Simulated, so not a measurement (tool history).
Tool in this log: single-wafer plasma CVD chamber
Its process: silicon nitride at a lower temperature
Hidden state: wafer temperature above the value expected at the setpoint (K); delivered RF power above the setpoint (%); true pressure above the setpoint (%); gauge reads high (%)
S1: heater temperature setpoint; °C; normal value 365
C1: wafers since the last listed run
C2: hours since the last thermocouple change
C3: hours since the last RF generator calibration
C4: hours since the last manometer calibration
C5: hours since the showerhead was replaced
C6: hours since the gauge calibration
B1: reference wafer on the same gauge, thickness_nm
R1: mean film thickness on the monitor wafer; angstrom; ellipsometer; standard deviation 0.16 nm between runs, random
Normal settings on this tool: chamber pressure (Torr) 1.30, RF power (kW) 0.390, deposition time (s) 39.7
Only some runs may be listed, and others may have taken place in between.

{"run": 1, "hour": 0.0, "S1": 365, "chamber pressure (Torr)": 1.3, "RF power (kW)": 0.39, "deposition time (s)": 39.7, "C1": 0, "C2": 3145.9, "C3": 497.5, "C4": 541.5, "C5": 5160.3, "C6": 267.7, "B1": 45.996, "R1": 505.54}
{"run": 2, "hour": 56.8, "S1": 365, "chamber pressure (Torr)": 1.3, "RF power (kW)": 0.39, "deposition time (s)": 39.7, "C1": 1325, "C2": 3202.7, "C3": 554.3, "C4": 598.3, "C5": 5217.1, "C6": 324.5, "B1": 45.992, "R1": 499.66}
{"run": 3, "hour": 76.3, "S1": 371, "chamber pressure (Torr)": 1.3, "RF power (kW)": 0.39, "deposition time (s)": 39.7, "C1": 455, "C2": 3222.2, "C3": 573.8, "C4": 617.8, "C5": 5236.6, "C6": 344.0, "B1": 45.999, "R1": 499.04}
{"run": 4, "hour": 111.2, "S1": 365, "chamber pressure (Torr)": 1.3, "RF power (kW)": 0.39, "deposition time (s)": 39.7, "C1": 814, "C2": 3257.1, "C3": 608.7, "C4": 652.7, "C5": 5271.5, "C6": 378.9, "B1": 46.017, "R1": 500.82}
{"run": 5, "hour": 146.5, "S1": 365, "chamber pressure (Torr)": 1.3, "RF power (kW)": 0.39, "deposition time (s)": 39.7, "C1": 823, "C2": 3292.4, "C3": 644.0, "C4": 688.0, "C5": 5306.8, "C6": 414.2, "B1": 45.993, "R1": 502.06}
{"run": 6, "hour": 167.8, "S1": 365, "chamber pressure (Torr)": 1.3, "RF power (kW)": 0.39, "deposition time (s)": 39.7, "C1": 497, "C2": 3313.7, "C3": 665.3, "C4": 709.3, "C5": 5328.1, "C6": 435.5, "B1": 45.988, "R1": 502.54}
{"hour": 182.5, "done": "thermocouple changed; heater temperature recalibrated"}
{"run": 7, "hour": 190.9, "S1": 365, "chamber pressure (Torr)": 1.3, "RF power (kW)": 0.39, "deposition time (s)": 39.7, "C1": 352, "C2": 8.4, "C3": 688.4, "C4": 732.4, "C5": 5351.2, "C6": 458.6, "B1": 46.038, "R1": 499.26}
{"run": 8, "hour": 221.7, "S1": 365, "chamber pressure (Torr)": 1.3, "RF power (kW)": 0.39, "deposition time (s)": 39.7, "C1": 718, "C2": 39.2, "C3": 719.2, "C4": 763.2, "C5": 5382.0, "C6": 489.4, "B1": 46.014, "R1": 498.96}
{"run": 9, "hour": 254.3, "S1": 365, "chamber pressure (Torr)": 1.3, "RF power (kW)": 0.39, "deposition time (s)": 39.7, "C1": 760, "C2": 71.8, "C3": 751.8, "C4": 795.8, "C5": 5414.6, "C6": 522.0, "B1": 46.002, "R1": 498.78}
{"run": 10, "hour": 276.2, "S1": 351, "chamber pressure (Torr)": 1.18, "RF power (kW)": 0.445, "deposition time (s)": 45.1, "C1": 511, "C2": 93.7, "C3": 773.7, "C4": 817.7, "C5": 5436.5, "C6": 543.9, "B1": 45.976, "R1": 588.05}
{"hour": 286.0, "done": "gauge calibrated"}
{"hour": 293.1, "done": "capacitance manometer re-zeroed and calibrated"}
{"hour": 306.3, "done": "showerhead replaced"}
{"run": 11, "hour": 306.8, "S1": 365, "chamber pressure (Torr)": 1.3, "RF power (kW)": 0.36, "deposition time (s)": 39.7, "C1": 340, "C2": 124.3, "C3": 804.3, "C4": 13.7, "C5": 0.5, "C6": 20.8, "B1": 46.01, "R1": 474.15}
{"hour": 320.4, "done": "RF generator calibrated"}
{"run": 12, "hour": 324.4, "S1": 371, "chamber pressure (Torr)": 1.3, "RF power (kW)": 0.39, "deposition time (s)": 39.7, "C1": 224, "C2": 141.9, "C3": 4.0, "C4": 31.3, "C5": 18.1, "C6": 38.4, "B1": 46.024, "R1": 506.92}
{"run": 13, "hour": 346.2, "S1": 369, "chamber pressure (Torr)": 1.3, "RF power (kW)": 0.39, "deposition time (s)": 44.6, "C1": 508, "C2": 163.7, "C3": 25.8, "C4": 53.1, "C5": 39.9, "C6": 60.2, "B1": 46.023, "R1": 571.1}
{"run": 14, "hour": 381.6, "S1": 365, "chamber pressure (Torr)": 1.3, "RF power (kW)": 0.39, "deposition time (s)": 39.7, "C1": 826, "C2": 199.1, "C3": 61.2, "C4": 88.5, "C5": 75.3, "C6": 95.6, "B1": 45.994, "R1": 505.12}
{"run": 15, "hour": 395.3, "S1": 380, "chamber pressure (Torr)": 1.47, "RF power (kW)": 0.39, "deposition time (s)": 39.7, "C1": 319, "C2": 212.8, "C3": 74.9, "C4": 102.2, "C5": 89.0, "C6": 109.3, "B1": 46.003, "R1": 531.48}
{"run": 16, "hour": 424.8, "S1": 373, "chamber pressure (Torr)": 1.3, "RF power (kW)": 0.37, "deposition time (s)": 39.7, "C1": 688, "C2": 242.3, "C3": 104.4, "C4": 131.7, "C5": 118.5, "C6": 138.8, "B1": 45.985, "R1": 489.94}
{"run": 17, "hour": 444.4, "S1": 365, "chamber pressure (Torr)": 1.3, "RF power (kW)": 0.39, "deposition time (s)": 39.7, "C1": 457, "C2": 261.9, "C3": 124.0, "C4": 151.3, "C5": 138.1, "C6": 158.4, "B1": 46.018, "R1": 507.18}
{"run": 18, "hour": 476.0, "S1": 365, "chamber pressure (Torr)": 1.3, "RF power (kW)": 0.39, "deposition time (s)": 39.7, "C1": 737, "C2": 293.5, "C3": 155.6, "C4": 182.9, "C5": 169.7, "C6": 190.0, "B1": 46.001, "R1": 505.72}
{"run": 19, "hour": 509.8, "S1": 379, "chamber pressure (Torr)": 1.17, "RF power (kW)": 0.39, "deposition time (s)": 35.0, "C1": 788, "C2": 327.3, "C3": 189.4, "C4": 216.7, "C5": 203.5, "C6": 223.8, "B1": 45.981, "R1": 425.54}

Each row is a separate what-if for the run after 19, all from the same tool condition, not one after another. Results?
{"run": "A", "hour": 510.2, "S1": 365, "chamber pressure (Torr)": 1.3, "RF power (kW)": 0.39, "deposition time (s)": 39.7, "C1": 9, "C2": 327.7, "C3": 189.8, "C4": 217.1, "C5": 203.9, "C6": 224.2, "B1": "?", "R1": "?"}
{"run": "B", "hour": 510.2, "S1": 375, "chamber pressure (Torr)": 1.3, "RF power (kW)": 0.465, "deposition time (s)": 36.3, "C1": 9, "C2": 327.7, "C3": 189.8, "C4": 217.1, "C5": 203.9, "C6": 224.2, "B1": "?", "R1": "?"}
{"run": "C", "hour": 510.2, "S1": 358, "chamber pressure (Torr)": 1.09, "RF power (kW)": 0.435, "deposition time (s)": 44.1, "C1": 9, "C2": 327.7, "C3": 189.8, "C4": 217.1, "C5": 203.9, "C6": 224.2, "B1": "?", "R1": "?"}
{"run": "D", "hour": 510.2, "S1": 365, "chamber pressure (Torr)": 1.3, "RF power (kW)": 0.46, "deposition time (s)": 41.8, "C1": 9, "C2": 327.7, "C3": 189.8, "C4": 217.1, "C5": 203.9, "C6": 224.2, "B1": "?", "R1": "?"}
{"run": "E", "hour": 510.2, "S1": 365, "chamber pressure (Torr)": 1.3, "RF power (kW)": 0.35, "deposition time (s)": 34.2, "C1": 9, "C2": 327.7, "C3": 189.8, "C4": 217.1, "C5": 203.9, "C6": 224.2, "B1": "?", "R1": "?"}

run=A B1=45.982 R1=507.58
run=B B1=45.982 R1=511.14
run=C B1=45.982 R1=555.31
run=D B1=45.982 R1=587.12
run=E B1=45.982 R1=409.71
Had the tool no hidden state, the same runs would have come out as:
run=A R1=509.01
run=B R1=512.49
run=C R1=556.78
run=D R1=588.68
run=E R1=410.87
